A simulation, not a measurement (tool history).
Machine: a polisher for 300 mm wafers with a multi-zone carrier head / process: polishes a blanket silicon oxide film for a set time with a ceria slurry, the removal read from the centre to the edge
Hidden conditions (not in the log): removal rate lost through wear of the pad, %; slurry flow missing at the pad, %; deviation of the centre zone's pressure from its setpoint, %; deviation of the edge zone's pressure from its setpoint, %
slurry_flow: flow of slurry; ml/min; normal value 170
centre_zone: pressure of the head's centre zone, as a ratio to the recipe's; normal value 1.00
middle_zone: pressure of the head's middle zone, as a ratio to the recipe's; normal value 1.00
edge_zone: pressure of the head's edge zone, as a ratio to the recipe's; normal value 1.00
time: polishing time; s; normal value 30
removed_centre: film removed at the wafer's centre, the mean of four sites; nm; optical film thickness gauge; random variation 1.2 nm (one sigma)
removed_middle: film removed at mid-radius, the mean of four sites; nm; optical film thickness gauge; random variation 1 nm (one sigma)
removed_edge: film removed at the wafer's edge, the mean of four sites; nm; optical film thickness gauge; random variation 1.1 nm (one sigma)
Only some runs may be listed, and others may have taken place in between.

run,day,slurry_flow,centre_zone,middle_zone,edge_zone,time,wafers since the last listed run,wafers polished on this pad,hours since the slurry nozzle was cleaned,hours since the centre zone pressure was calibrated,hours since the edge zone pressure was calibrated,hours since the carrier head's membrane was replaced,"incoming thickness of the incoming film, nm",removed_centre,removed_middle,removed_edge
1,0.000,170,1.00,1.00,1.00,30,0,1640,50.9,323.1,472.1,664.7,1828.5,122.2,123.9,127.4
2,4.288,170,1.00,1.00,1.00,23,762,2403,153.8,426.0,575.0,767.6,1807.5,91.4,92.0,94.0
# day 6.888: carrier head's membrane replaced by a new one
3,7.096,170,1.00,1.00,1.00,23,462,2866,221.2,493.4,642.4,5.0,1820.5,89.1,88.6,90.6
# day 7.408: worn pad replaced by a new one
4,9.321,170,1.00,1.00,1.00,30,366,340,274.6,546.8,695.8,58.4,1831.4,126.2,125.7,126.8
# day 13.104: slurry nozzle cleaned
5,13.700,170,1.00,1.00,1.09,30,771,1112,14.3,651.9,800.9,163.5,1821.9,126.3,124.4,133.8
# day 16.112: edge zone pressure recalibrated
6,17.229,170,1.00,1.00,1.09,30,613,1725,99.0,736.6,26.8,248.2,1811.4,123.3,121.7,132.2
7,21.471,170,1.00,1.00,1.09,30,754,2479,200.8,838.4,128.6,350.0,1799.0,118.4,117.7,125.8
8,23.917,170,1.00,1.00,1.00,22,435,2915,259.5,897.1,187.3,408.7,1803.0,84.1,85.7,87.3
# day 26.200: worn pad replaced by a new one
# day 27.204: centre zone pressure recalibrated
9,28.162,170,1.00,1.00,1.00,30,711,334,361.4,23.0,289.2,510.6,1837.6,126.8,125.4,127.8
# day 29.900: slurry nozzle cleaned
10,30.271,170,1.00,1.00,1.00,30,367,701,8.9,73.6,339.8,561.2,1777.4,125.5,125.3,128.9
11,31.967,170,1.00,1.00,1.00,30,301,1003,49.6,114.3,380.5,601.9,1803.3,124.7,124.4,128.2

Forecast run 12:
12,35.554,225,0.89,0.92,0.93,30,638,1641,135.7,200.4,466.6,688.0,1807.5,?,?,?

{"run 12": {"removed_centre": 119.1, "removed_middle": 119.2, "removed_edge": 123.2}}
Take away the tool's hidden state, keep the run-to-run variation as it was, and the same run would have given removed_centre 125.3 nm, removed_middle 125.3 nm, removed_edge 129.6 nm.
